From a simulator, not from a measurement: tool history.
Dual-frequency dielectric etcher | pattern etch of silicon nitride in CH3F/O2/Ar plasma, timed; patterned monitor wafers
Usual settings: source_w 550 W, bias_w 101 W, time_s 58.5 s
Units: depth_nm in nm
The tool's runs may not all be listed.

run	hour	source_w	bias_w	time_s	read-back reference wafer on the same gauge, depth_nm	depth_nm
1	0.0	550	101	58.5	56.9	59.0
2	16.0	550	101	58.5	56.9	58.7
3	31.1	550	101	58.5	56.9	59.0
4	49.3	550	101	58.5	57.0	58.6
5	73.1	500	101	58.5	56.8	56.8
6	100.3	500	101	58.5	56.9	57.1
7	132.6	550	101	51.5	56.9	52.3
8	150.2	550	101	51.5	56.9	51.9
9	177.5	550	101	51.5	57.0	52.1
10	205.2	550	101	58.5	57.0	59.8
11	231.8	550	101	58.5	56.9	59.7
12	243.8	680	101	73.5	57.0	80.9
13	259.6	650	113	73.0	57.0	83.4
# hour 261.5: gauge calibrated
# hour 285.5: wet clean of the chamber
14	286.0	590	125	41.0	56.9	42.7
15	286.4	670	78	74.0	56.9	64.9
16	305.7	550	101	58.5	56.9	54.0
# hour 349.2: bias power generator calibrated
# hour 350.2: upper electrode replaced
# hour 354.6: wet clean of the chamber, repeated, since the last time left the tool worse
17	355.1	550	112	58.5	56.9	60.3
18	355.4	550	101	58.5	56.9	57.3
# hour 367.3: source power generator calibrated
19	382.8	640	77	66.0	56.9	60.8
20	401.6	550	101	58.5	56.9	57.2
21	421.8	630	89	50.0	56.9	49.4
22	452.2	550	101	69.5	56.9	69.4
23	476.3	550	101	51.5	57.0	51.1

5 ways to go on from here, each from the tool as it stands after run 23. What would each give?
A	476.7	460	101	58.5	?	?
B	476.7	690	93	46.0	?	?
C	476.7	550	77	52.0	?	?
D	476.7	600	101	48.0	?	?
E	476.7	550	78	70.5	?	?

run	read-back reference wafer on the same gauge, depth_nm	depth_nm
A	56.8	54.2
B	56.8	47.8
C	56.8	45.5
D	56.8	49.1
E	56.8	62.1
Without the tool's hidden state the same runs would have given:
run	depth_nm
A	53.9
B	47.5
C	45.2
D	48.8
E	61.7
